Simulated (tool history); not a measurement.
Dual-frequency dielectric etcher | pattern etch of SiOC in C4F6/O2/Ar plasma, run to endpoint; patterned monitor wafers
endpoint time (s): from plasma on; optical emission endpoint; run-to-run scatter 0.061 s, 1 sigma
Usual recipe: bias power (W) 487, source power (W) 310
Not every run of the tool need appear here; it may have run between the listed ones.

run	hour	bias power (W)	source power (W)	incoming incoming film thickness, nm	endpoint time (s)
1	0	520	340	33.88	11.4
2	32.5	457	250	33.89	14.3
3	69.8	457	250	33.88	14.3
4	116	457	250	34.01	14.3
# hour 189.1: wet clean of the chamber
5	189.6	487	310	33.7	12.4
6	355	487	310	34.2	12.6
7	391.4	487	310	33.93	12.3
8	418.1	487	310	33.72	12.3
9	454.9	487	290	34.17	13.1
10	500.1	487	310	34.62	12.6
11	524.8	487	310	34	12.5
12	582.1	487	310	34.08	12.5
# hour 644.6: source power generator calibrated
13	645.1	487	310	34.33	12.4
14	696.3	487	340	34.31	11.7
# hour 769.6: upper electrode replaced
15	770.1	487	340	34	11.6
16	782.2	487	340	34	11.6
17	816.9	519	240	33.9	14
# hour 881.8: wet clean of the chamber
18	887.3	487	350	34.02	11.7
19	920	420	350	33.97	12.1
20	953.3	430	330	33.92	12.4
21	1019.8	550	230	33.75	14.3
22	1077.8	576	280	34.67	12.9
23	1117.7	549	350	34.12	11.3
24	1150.5	535	330	33.96	11.6
25	1197	385	330	34.18	12.9
26	1228	487	340	34.54	12
# hour 1266.2: bias power generator calibrated
27	1396.3	487	310	34.39	12.4
28	1421.6	535	250	34.22	13.7
29	1464.6	487	310	34.02	12.3
# hour 1497.7: wet clean of the chamber
30	1613.4	487	310	34.17	12.4
31	1663.1	413	290	34.18	13.7
32	1718.7	426	350	33.68	12
33	1757.7	433	310	34.2	12.8

Run-by-run hidden state of the tool:
bias power that arrives over what is set, %: 0 at every run
source power that arrives over what is set, %: 0 at every run
H1: etch rate over this chamber's usual, %
run	H1
1	1.55
2	1.67
3	1.81
4	1.98
5	-0.235
6	0.382
7	0.517
8	0.617
9	0.754
10	0.922
11	1.01
12	1.23
13	1.46
14	1.65
15	1.93
16	1.97
17	2.1
18	-0.333
19	-0.211
20	-0.0874
21	0.16
22	0.377
23	0.525
24	0.648
25	0.821
26	0.936
27	1.56
28	1.66
29	1.82
30	0.459
31	0.645
32	0.852
33	0.997

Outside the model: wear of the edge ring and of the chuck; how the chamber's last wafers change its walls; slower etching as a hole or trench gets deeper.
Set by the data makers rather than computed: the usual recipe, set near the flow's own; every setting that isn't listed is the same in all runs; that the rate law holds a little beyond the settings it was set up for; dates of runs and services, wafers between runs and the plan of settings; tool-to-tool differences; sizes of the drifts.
